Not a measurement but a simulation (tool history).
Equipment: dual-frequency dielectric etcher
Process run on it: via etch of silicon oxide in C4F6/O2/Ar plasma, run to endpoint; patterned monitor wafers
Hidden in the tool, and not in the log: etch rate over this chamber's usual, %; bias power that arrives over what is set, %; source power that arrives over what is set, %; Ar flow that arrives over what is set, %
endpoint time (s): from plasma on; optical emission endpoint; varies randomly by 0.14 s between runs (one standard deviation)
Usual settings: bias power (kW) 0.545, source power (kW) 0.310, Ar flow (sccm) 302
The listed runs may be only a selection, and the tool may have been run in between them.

run,hour,bias power (kW),source power (kW),Ar flow (sccm),wafers since the last listed run,hours since the last wet clean,hours since the last bias power generator calibration,hours since the last source power generator calibration,hours since the last Ar flow controller change,hours since the last upper electrode change,"incoming incoming film thickness, nm",endpoint time (s)
1,0.0,0.545,0.310,302,0,683.8,629.5,1110.2,317.5,4269.2,116.0,28.6
# hour 37.9: wet clean of the chamber
2,68.6,0.545,0.310,302,793,30.7,698.1,1178.8,386.1,4337.8,114.2,27.6
3,127.5,0.545,0.250,302,1047,89.6,757.0,1237.7,445.0,4396.7,115.4,29.7
4,230.3,0.545,0.250,302,1828,192.4,859.8,1340.5,547.8,4499.5,114.1,29.7
5,278.1,0.545,0.250,302,850,240.2,907.6,1388.3,595.6,4547.3,116.0,29.9
6,362.0,0.545,0.310,302,1492,324.1,991.5,1472.2,679.5,4631.2,115.1,28.1
7,462.8,0.545,0.310,302,1792,424.9,1092.3,1573.0,780.3,4732.0,114.8,28.2
8,523.8,0.545,0.310,302,1084,485.9,1153.3,1634.0,841.3,4793.0,115.1,28.3
# hour 563.3: upper electrode replaced
9,596.6,0.545,0.310,302,867,558.7,1226.1,1706.8,914.1,33.3,114.7,28.3
10,666.2,0.545,0.310,302,1237,628.3,1295.7,1776.4,983.7,102.9,114.8,28.3
11,711.5,0.545,0.310,302,805,673.6,1341.0,1821.7,1029.0,148.2,114.2,28.2
# hour 779.4: wet clean of the chamber
12,796.4,0.431,0.280,331,1083,17.0,1425.9,1906.6,1113.9,233.1,114.1,32.1
13,966.2,0.545,0.390,356,3019,186.8,1595.7,2076.4,1283.7,402.9,115.2,26.5
14,1169.7,0.593,0.350,302,3619,390.3,1799.2,2279.9,1487.2,606.4,115.4,26.2
# hour 1184.0: bias power generator calibrated
# hour 1244.5: Ar flow controller replaced
15,1270.5,0.446,0.310,302,1614,491.1,86.5,2380.7,26.0,707.2,116.2,31.5
16,1361.7,0.603,0.260,263,1622,582.3,177.7,2471.9,117.2,798.4,115.7,28.0
17,1413.8,0.603,0.310,302,926,634.4,229.8,2524.0,169.3,850.5,114.9,26.7
# hour 1505.8: wet clean of the chamber
18,1507.6,0.545,0.310,302,1241,1.8,323.6,2617.8,263.1,944.3,116.3,28.0
# hour 1531.9: source power generator calibrated
19,1602.9,0.545,0.310,302,1623,97.1,418.9,71.0,358.4,1039.6,116.0,28.1
20,1847.8,0.477,0.370,277,4355,342.0,663.8,315.9,603.3,1284.5,115.6,28.1
21,1947.8,0.500,0.270,349,1778,442.0,763.8,415.9,703.3,1384.5,114.9,31.4
22,2009.7,0.545,0.310,302,1100,503.9,825.7,477.8,765.2,1446.4,114.2,28.2
23,2078.0,0.545,0.310,302,1214,572.2,894.0,546.1,833.5,1514.7,114.9,28.4

What will run 24 give?
# hour 2153.2: wet clean of the chamber
24,2178.1,0.545,0.310,359,1353,24.9,994.1,646.2,933.6,1614.8,115.7,?

endpoint time (s): 28.6
On a tool with no hidden condition, and with the same random variation, this run would have come out at endpoint time (s) 28.5.
